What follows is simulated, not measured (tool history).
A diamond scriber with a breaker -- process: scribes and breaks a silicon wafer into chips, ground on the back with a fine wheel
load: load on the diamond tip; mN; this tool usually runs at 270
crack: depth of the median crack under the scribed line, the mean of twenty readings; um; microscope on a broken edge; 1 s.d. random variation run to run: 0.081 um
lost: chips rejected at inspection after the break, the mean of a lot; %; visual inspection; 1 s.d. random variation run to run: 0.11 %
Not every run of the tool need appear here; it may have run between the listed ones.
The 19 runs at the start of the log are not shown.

| run | day | load | wafers since the last listed run | hours since the diamond tip was replaced | hours since the load on the tip was calibrated | incoming depth of the damage left on the back of the incoming wafer, um | crack | lost |
|---|---|---|---|---|---|---|---|---|
| 20 | 18.967 | 318 | 37 | 261.4 | 163.8 | 2.21 | 10.15 | 4.00 |
| 21 | 20.225 | 247 | 75 | 291.6 | 194.0 | 2.47 | 8.55 | 4.92 |
| 22 | 20.762 | 293 | 32 | 304.5 | 206.9 | 2.14 | 9.56 | 2.17 |
| 23 | 21.267 | 303 | 30 | 316.6 | 219.0 | 1.66 | 9.80 | 1.99 |
| 24 | 22.279 | 215 | 60 | 340.9 | 243.3 | 2.83 | 7.87 | 13.09 |
| 25 | 22.788 | 306 | 30 | 353.1 | 255.5 | 2.91 | 9.98 | 3.47 |
| 26 | 23.433 | 307 | 38 | 368.6 | 271.0 | 1.82 | 9.81 | 2.28 |
| 27 | 24.288 | 301 | 51 | 389.1 | 291.5 | 2.16 | 9.63 | 2.18 |
| 28 | 25.158 | 348 | 52 | 410.0 | 312.4 | 2.28 | 10.77 | 6.28 |

Run 29 comes next. What will it give?
| 29 | 27.933 | 270 | 166 | 476.6 | 379.0 | 2.01 | ? | ? |

{"run 29": {"crack": 8.97, "lost": 2.95}}
Without the tool's hidden state the same run would have given crack 9.45 um, lost 2.04 %.
